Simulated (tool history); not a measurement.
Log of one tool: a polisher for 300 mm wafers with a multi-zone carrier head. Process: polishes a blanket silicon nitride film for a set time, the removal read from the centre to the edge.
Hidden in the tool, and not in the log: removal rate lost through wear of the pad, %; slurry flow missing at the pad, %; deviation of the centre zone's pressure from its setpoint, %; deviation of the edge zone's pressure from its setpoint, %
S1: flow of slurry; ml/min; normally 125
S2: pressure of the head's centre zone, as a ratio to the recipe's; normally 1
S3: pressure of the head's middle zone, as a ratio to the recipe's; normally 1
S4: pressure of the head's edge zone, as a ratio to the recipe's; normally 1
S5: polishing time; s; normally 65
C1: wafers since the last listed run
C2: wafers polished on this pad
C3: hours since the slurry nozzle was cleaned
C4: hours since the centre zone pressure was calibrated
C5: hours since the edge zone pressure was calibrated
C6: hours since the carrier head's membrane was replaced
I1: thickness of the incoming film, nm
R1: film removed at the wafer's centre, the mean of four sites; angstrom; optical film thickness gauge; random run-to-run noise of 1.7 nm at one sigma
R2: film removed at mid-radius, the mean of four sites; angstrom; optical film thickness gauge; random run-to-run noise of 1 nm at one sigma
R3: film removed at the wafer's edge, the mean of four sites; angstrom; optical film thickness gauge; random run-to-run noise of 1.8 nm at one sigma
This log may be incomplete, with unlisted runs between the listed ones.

| run | hour | S1 | S2 | S3 | S4 | S5 | C1 | C2 | C3 | C4 | C5 | C6 | I1 | R1 | R2 | R3 |
|---|---|---|---|---|---|---|---|---|---|---|---|---|---|---|---|---|
| 1 | 0 | 125 | 1 | 1 | 1 | 65 | 0 | 910 | 221.5 | 575.8 | 1052.8 | 1541.3 | 730.7 | 1324 | 1281 | 1316 |
|  | 4.6 | worn pad replaced by a new one |
| 2 | 29.4 | 125 | 1 | 1 | 1 | 65 | 195 | 191 | 250.9 | 605.2 | 1082.2 | 1570.7 | 717.9 | 1397 | 1379 | 1402 |
|  | 31.2 | slurry nozzle cleaned |
| 3 | 62.7 | 125 | 1 | 0.92 | 1 | 65 | 248 | 440 | 31.5 | 638.5 | 1115.5 | 1604 | 718.1 | 1331 | 1269 | 1348 |
| 4 | 98.4 | 125 | 1 | 0.92 | 1 | 65 | 274 | 715 | 67.2 | 674.2 | 1151.2 | 1639.7 | 722.2 | 1316 | 1246 | 1358 |
| 5 | 112.3 | 125 | 1 | 1 | 0.94 | 65 | 107 | 822 | 81.1 | 688.1 | 1165.1 | 1653.6 | 716.1 | 1341 | 1325 | 1295 |
| 6 | 132.2 | 125 | 1 | 1 | 0.94 | 65 | 153 | 975 | 101 | 708 | 1185 | 1673.5 | 721.9 | 1298 | 1296 | 1287 |
|  | 140.1 | worn pad replaced by a new one |
| 7 | 148.4 | 125 | 1 | 0.97 | 1 | 65 | 93 | 63 | 117.2 | 724.2 | 1201.2 | 1689.7 | 728.2 | 1436 | 1382 | 1455 |
| 8 | 182.1 | 155 | 1 | 1 | 1 | 65 | 259 | 323 | 150.9 | 757.9 | 1234.9 | 1723.4 | 732.2 | 1452 | 1422 | 1387 |
| 9 | 197.4 | 155 | 1 | 1 | 1 | 65 | 117 | 441 | 166.2 | 773.2 | 1250.2 | 1738.7 | 712.5 | 1409 | 1384 | 1403 |
|  | 200.5 | edge zone pressure recalibrated |
|  | 225.9 | carrier head's membrane replaced by a new one |
| 10 | 226.4 | 125 | 1 | 1 | 1 | 65 | 169 | 610 | 195.2 | 802.2 | 25.9 | 0.5 | 719.5 | 1337 | 1333 | 1340 |
| 11 | 239.7 | 125 | 0.95 | 1 | 0.94 | 51 | 102 | 713 | 208.5 | 815.5 | 39.2 | 13.8 | 714.9 | 971 | 1035 | 1002 |
| 12 | 259.2 | 125 | 0.88 | 0.95 | 1.08 | 58 | 150 | 863 | 228 | 835 | 58.7 | 33.3 | 711.9 | 1028 | 1139 | 1224 |
|  | 263.8 | worn pad replaced by a new one |
|  | 276.6 | slurry nozzle cleaned |
| 13 | 282.8 | 125 | 1 | 1 | 1 | 75 | 143 | 138 | 6.2 | 858.6 | 82.3 | 56.9 | 719.2 | 1625 | 1604 | 1637 |
|  | 305.7 | centre zone pressure recalibrated |
| 14 | 314 | 125 | 1 | 1 | 1 | 65 | 224 | 363 | 37.4 | 8.3 | 113.5 | 88.1 | 713.2 | 1345 | 1342 | 1374 |
| 15 | 339.8 | 100 | 1 | 1 | 1 | 65 | 198 | 562 | 63.2 | 34.1 | 139.3 | 113.9 | 726.2 | 1258 | 1232 | 1287 |
| 16 | 364.6 | 125 | 0.96 | 1 | 0.9 | 65 | 191 | 753 | 88 | 58.9 | 164.1 | 138.7 | 714.5 | 1297 | 1306 | 1278 |
| 17 | 390 | 125 | 1 | 1 | 1 | 65 | 195 | 948 | 113.4 | 84.3 | 189.5 | 164.1 | 734.9 | 1325 | 1299 | 1338 |
|  | 419.1 | worn pad replaced by a new one |
| 18 | 422.5 | 125 | 1 | 1 | 1 | 65 | 219 | 25 | 145.9 | 116.8 | 222 | 196.6 | 728.2 | 1461 | 1431 | 1460 |
| 19 | 451.9 | 125 | 1 | 1 | 1 | 65 | 226 | 252 | 175.3 | 146.2 | 251.4 | 226 | 733.5 | 1411 | 1353 | 1354 |
| 20 | 464.1 | 85 | 1.09 | 0.9 | 1 | 75 | 93 | 346 | 187.5 | 158.4 | 263.6 | 238.2 | 721.4 | 1526 | 1323 | 1483 |

Here are 3 independent what-if runs from the current tool condition. What would each one return?
| A | 464.5 | 125 | 1 | 1 | 1 | 65 | 3 | 349 | 187.9 | 158.8 | 264 | 238.6 | 709.4 | ? | ? | ? |
| B | 464.5 | 125 | 1.08 | 1 | 1.04 | 65 | 3 | 349 | 187.9 | 158.8 | 264 | 238.6 | 709.4 | ? | ? | ? |
| C | 464.5 | 95 | 0.94 | 1 | 1 | 79 | 3 | 349 | 187.9 | 158.8 | 264 | 238.6 | 709.4 | ? | ? | ? |

| run | R1 | R2 | R3 |
|---|---|---|---|
| A | 1346 | 1332 | 1386 |
| B | 1447 | 1331 | 1409 |
| C | 1430 | 1514 | 1609 |
The same runs, with their run-to-run variation unchanged, on a tool lacking any hidden condition would have given:
| run | R1 | R2 | R3 |
|---|---|---|---|
| A | 1443 | 1428 | 1486 |
| B | 1551 | 1427 | 1510 |
| C | 1533 | 1624 | 1725 |
